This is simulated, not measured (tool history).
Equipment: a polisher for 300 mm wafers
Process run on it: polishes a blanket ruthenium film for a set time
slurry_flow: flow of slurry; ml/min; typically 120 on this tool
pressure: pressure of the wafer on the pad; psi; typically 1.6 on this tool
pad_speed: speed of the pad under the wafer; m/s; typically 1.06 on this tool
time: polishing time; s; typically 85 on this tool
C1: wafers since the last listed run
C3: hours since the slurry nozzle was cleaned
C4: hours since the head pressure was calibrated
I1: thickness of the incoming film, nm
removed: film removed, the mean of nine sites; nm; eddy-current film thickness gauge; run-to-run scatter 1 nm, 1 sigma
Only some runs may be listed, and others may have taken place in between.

Run 1, hour 0.0: usual settings; C1 0; wafers polished on this pad 29; C3 190.3; C4 282.3; I1 398.4. Result: removed 82.9 nm.
Run 2, hour 23.8: usual settings; C1 205; wafers polished on this pad 234; C3 214.1; C4 306.1; I1 401.3. Result: removed 84.3 nm.
Run 3, hour 58.7: usual settings; C1 300; wafers polished on this pad 535; C3 249.0; C4 341.0; I1 403.2. Result: removed 80.7 nm.
Run 4, hour 81.2: usual settings but pad_speed 1.28 m/s; C1 193; wafers polished on this pad 729; C3 271.5; C4 363.5; I1 395.6. Result: removed 98.1 nm.
At hour 104.5: worn pad replaced by a new one.
Run 5, hour 108.2: usual settings but pad_speed 1.28 m/s; C1 198; wafers polished on this pad 31; C3 298.5; C4 390.5; I1 401.7. Result: removed 96.7 nm.
Run 6, hour 134.6: usual settings; C1 227; wafers polished on this pad 259; C3 324.9; C4 416.9; I1 404.1. Result: removed 80.1 nm.
Run 7, hour 167.0: usual settings; C1 279; wafers polished on this pad 538; C3 357.3; C4 449.3; I1 399.9. Result: removed 80.6 nm.
Run 8, hour 202.0: usual settings; C1 301; wafers polished on this pad 839; C3 392.3; C4 484.3; I1 398.9. Result: removed 83.5 nm.
Run 9, hour 221.3: usual settings but pressure 1.8 psi; C1 166; wafers polished on this pad 1006; C3 411.6; C4 503.6; I1 407.5. Result: removed 85.4 nm.
At hour 230.7: worn pad replaced by a new one.
Run 10, hour 246.5: usual settings but slurry_flow 105 ml/min, pressure 1.4 psi; C1 182; wafers polished on this pad 136; C3 436.8; C4 528.8; I1 393.7. Result: removed 73.0 nm.
Run 11, hour 265.8: usual settings; C1 166; wafers polished on this pad 302; C3 456.1; C4 548.1; I1 400.1. Result: removed 81.3 nm.
Run 12, hour 280.3: usual settings; C1 124; wafers polished on this pad 427; C3 470.6; C4 562.6; I1 398.1. Result: removed 80.1 nm.
Run 13, hour 312.5: usual settings but pressure 2.2 psi, pad_speed 1.24 m/s, time 62 s; C1 277; wafers polished on this pad 705; C3 502.8; C4 594.8; I1 401.3. Result: removed 81.4 nm.
At hour 327.5: head pressure recalibrated.
Run 14, hour 328.0: usual settings but slurry_flow 155 ml/min, pressure 2.1 psi, pad_speed 0.82 m/s, time 100 s; C1 116; wafers polished on this pad 821; C3 518.3; C4 0.5; I1 401.8. Result: removed 92.6 nm.
At hour 347.7: slurry nozzle cleaned.
At hour 348.8: worn pad replaced by a new one.
Run 15, hour 359.8: usual settings but pressure 2.2 psi, pad_speed 1.24 m/s, time 62 s; C1 255; wafers polished on this pad 94; C3 12.1; C4 32.3; I1 399.6. Result: removed 80.2 nm.
Run 16, hour 372.3: usual settings but slurry_flow 150 ml/min, pressure 1.0 psi; C1 107; wafers polished on this pad 202; C3 24.6; C4 44.8; I1 401.4. Result: removed 60.7 nm.
Run 17, hour 402.2: usual settings but pressure 1.8 psi; C1 257; wafers polished on this pad 460; C3 54.5; C4 74.7; I1 403.9. Result: removed 83.1 nm.
Run 18, hour 445.9: usual settings; C1 376; wafers polished on this pad 836; C3 98.2; C4 118.4; I1 404.1. Result: removed 76.4 nm.
At hour 448.8: slurry nozzle cleaned, repeated, since the last time left the tool worse.
At hour 468.7: worn pad replaced by a new one.
Run 19, hour 476.3: usual settings but slurry_flow 105 ml/min, pressure 1.2 psi, pad_speed 1.40 m/s, time 107 s; C1 218; wafers polished on this pad 65; C3 27.5; C4 148.8; I1 406.7. Result: removed 114.0 nm.
Run 20, hour 510.3: usual settings but slurry_flow 110 ml/min, pad_speed 1.24 m/s, time 97 s; C1 292; wafers polished on this pad 358; C3 61.5; C4 182.8; I1 402.8. Result: removed 107.5 nm.
Run 21, hour 528.3: usual settings but pad_speed 0.94 m/s; C1 155; wafers polished on this pad 513; C3 79.5; C4 200.8; I1 403.1. Result: removed 75.1 nm.
Run 22, hour 558.3: usual settings but time 68 s; C1 258; wafers polished on this pad 772; C3 109.5; C4 230.8; I1 405.9. Result: removed 65.4 nm.
At hour 581.3: worn pad replaced by a new one.
Run 23, hour 590.7: usual settings but slurry_flow 95 ml/min, pressure 1.0 psi, pad_speed 1.40 m/s, time 104 s; C1 244; wafers polished on this pad 80; C3 141.9; C4 263.2; I1 408.0. Result: removed 98.1 nm.
Run 24, hour 625.3: usual settings but slurry_flow 95 ml/min, pressure 1.3 psi, pad_speed 1.38 m/s, time 60 s; C1 298; wafers polished on this pad 378; C3 176.5; C4 297.8; I1 395.9. Result: removed 63.1 nm.

Here are 5 independent what-if runs from the current tool condition. What would each one return?
Run A, hour 625.7: usual settings but pressure 1.0 psi; C1 3; wafers polished on this pad 382; C3 176.9; C4 298.2; I1 399.6. Result: removed ?.
Run B, hour 625.7: usual settings but slurry_flow 80 ml/min, pad_speed 0.88 m/s; C1 3; wafers polished on this pad 382; C3 176.9; C4 298.2; I1 399.6. Result: removed ?.
Run C, hour 625.7: usual settings but pressure 1.3 psi, pad_speed 1.34 m/s, time 71 s; C1 3; wafers polished on this pad 382; C3 176.9; C4 298.2; I1 399.6. Result: removed ?.
Run D, hour 625.7: usual settings but slurry_flow 160 ml/min, pressure 1.8 psi, pad_speed 1.22 m/s, time 55 s; C1 3; wafers polished on this pad 382; C3 176.9; C4 298.2; I1 399.6. Result: removed ?.
Run E, hour 625.7: usual settings but slurry_flow 160 ml/min, pad_speed 1.22 m/s, time 108 s; C1 3; wafers polished on this pad 382; C3 176.9; C4 298.2; I1 399.6. Result: removed ?.

run  removed
  A     64.2
  B     66.4
  C     76.6
  D     69.0
  E    125.8
Stripped of hidden state, with their random variation kept, the same runs would have yielded:
run  removed
  A     65.2
  B     67.7
  C     77.7
  D     69.9
  E    127.4
